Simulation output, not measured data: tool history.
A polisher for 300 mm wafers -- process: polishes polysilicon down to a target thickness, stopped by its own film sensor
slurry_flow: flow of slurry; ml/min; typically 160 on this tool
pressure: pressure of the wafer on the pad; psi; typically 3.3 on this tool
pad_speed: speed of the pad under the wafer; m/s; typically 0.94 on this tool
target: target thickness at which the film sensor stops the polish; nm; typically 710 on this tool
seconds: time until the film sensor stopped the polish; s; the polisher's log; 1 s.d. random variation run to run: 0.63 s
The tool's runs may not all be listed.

run	hour	slurry_flow	pressure	pad_speed	target	wafers since the last listed run	wafers polished on this pad	hours since the slurry nozzle was cleaned	hours since the head pressure was calibrated	incoming thickness of the incoming film, nm	seconds
1	0	160	3.3	0.94	710	0	34	295.5	144.4	1194.3	55.7
2	15.5	125	3.3	0.86	710	155	189	311	159.9	1202.9	66.7
3	25.6	160	3.3	0.94	710	101	290	321.1	170	1204.9	58.6
4	32.7	160	3.3	0.94	710	71	361	328.2	177.1	1220.1	60.7
5	43.6	160	3.3	0.94	710	109	471	339.1	188	1225.9	60.9
6	55.9	160	3.3	0.94	769	123	594	351.4	200.3	1209.3	53.2
7	71.3	160	3.3	0.94	769	154	748	366.8	215.7	1209.6	53.6
# hour 86.9: worn pad replaced by a new one
8	87.4	160	3.3	0.94	710	121	4	382.9	231.8	1209.9	57
9	97.1	160	3.3	0.94	710	97	101	392.6	241.5	1222.4	59.6
10	107.9	160	4	0.94	849	108	209	403.4	252.3	1200.1	34
11	119.9	160	3.8	0.94	710	120	330	415.4	264.3	1200.5	50.3
12	136.4	160	3.3	0.94	710	165	495	431.9	280.8	1199.3	59.3
13	147	160	3.3	0.94	710	106	601	442.5	291.4	1200.3	59.6
14	159	160	3.3	0.94	710	120	721	454.5	303.4	1218.3	63.7
15	170.6	160	3.3	0.94	710	116	837	466.1	315	1202.1	60.7
# hour 182.1: worn pad replaced by a new one
16	182.6	160	3.3	0.94	710	80	5	478.1	327	1221.1	59.8
17	197	175	3.3	0.94	710	144	149	492.5	341.4	1227.5	59.8
18	208.5	160	3.3	0.94	710	115	264	504	352.9	1227.8	61.2
19	221.1	120	3.3	1.18	845	126	390	516.6	365.5	1207.7	36.6
# hour 226.2: head pressure recalibrated
20	232.9	160	3.3	0.94	710	98	488	528.4	6.7	1193.5	56.5
21	247.2	160	2.4	0.94	869	143	632	542.7	21	1197.7	54.7
22	256	160	4.3	0.94	864	88	720	551.5	29.8	1212.2	33.5
23	263.8	180	3.7	0.68	573	78	798	559.3	37.6	1219.9	97.8
# hour 273.8: slurry nozzle cleaned
# hour 277.7: worn pad replaced by a new one
24	279.4	160	2.3	1.02	622	107	17	5.6	53.2	1184.7	87.5
25	294.2	160	3.3	0.94	710	148	165	20.4	68	1214.8	58.6
26	307.7	160	4.3	0.8	710	135	300	33.9	81.5	1224.2	54.2
27	318.9	180	3.7	0.68	573	112	412	45.1	92.7	1206.5	91.3
28	331.1	205	3.6	0.86	596	122	534	57.3	104.9	1209.2	71.6
29	346.7	160	2.2	0.66	710	156	690	72.9	120.5	1215.3	133.4
30	352.9	180	3.7	1.22	808	62	752	79.1	126.7	1226.5	35.2
# hour 363.2: worn pad replaced by a new one
31	370.8	130	2.8	0.78	642	139	76	97	144.6	1198.4	94.6
32	377.2	160	2.6	1.2	557	64	140	103.4	151	1220.3	77
33	383.2	160	3.7	0.94	816	60	200	109.4	157	1208.6	41.7
34	389.6	160	3.3	0.84	843	64	264	115.8	163.4	1215.6	49
35	396.7	110	3.3	0.68	756	71	335	122.9	170.5	1227.8	84.3
36	411	175	4.1	1.14	710	143	479	137.2	184.8	1236.4	41
37	421.4	140	2.7	0.74	884	104	583	147.6	195.2	1200.1	61
38	429.3	160	3.3	0.94	710	79	662	155.5	203.1	1187.5	58.2

Each run again, without the hidden state but with its own random variation kept:
Hidden state present: removal rate lost through wear of the pad, %; slurry flow missing at the pad, %; deviation of the head's pressure from its setpoint, %.
run	seconds
1	55.4
2	65.5
3	57
4	58.7
5	58.4
6	50.4
7	50.1
8	56.7
9	58.7
10	33.2
11	48.6
12	56.6
13	56.3
14	59.5
15	56.1
16	59.7
17	59
18	59.8
19	35.3
20	54
21	51.6
22	31.4
23	91
24	86.7
25	57.3
26	52.4
27	87.5
28	67.8
29	124.7
30	32.7
31	93.7
32	75.8
33	40.8
34	47.7
35	81.7
36	39.2
37	57.9
38	54.7

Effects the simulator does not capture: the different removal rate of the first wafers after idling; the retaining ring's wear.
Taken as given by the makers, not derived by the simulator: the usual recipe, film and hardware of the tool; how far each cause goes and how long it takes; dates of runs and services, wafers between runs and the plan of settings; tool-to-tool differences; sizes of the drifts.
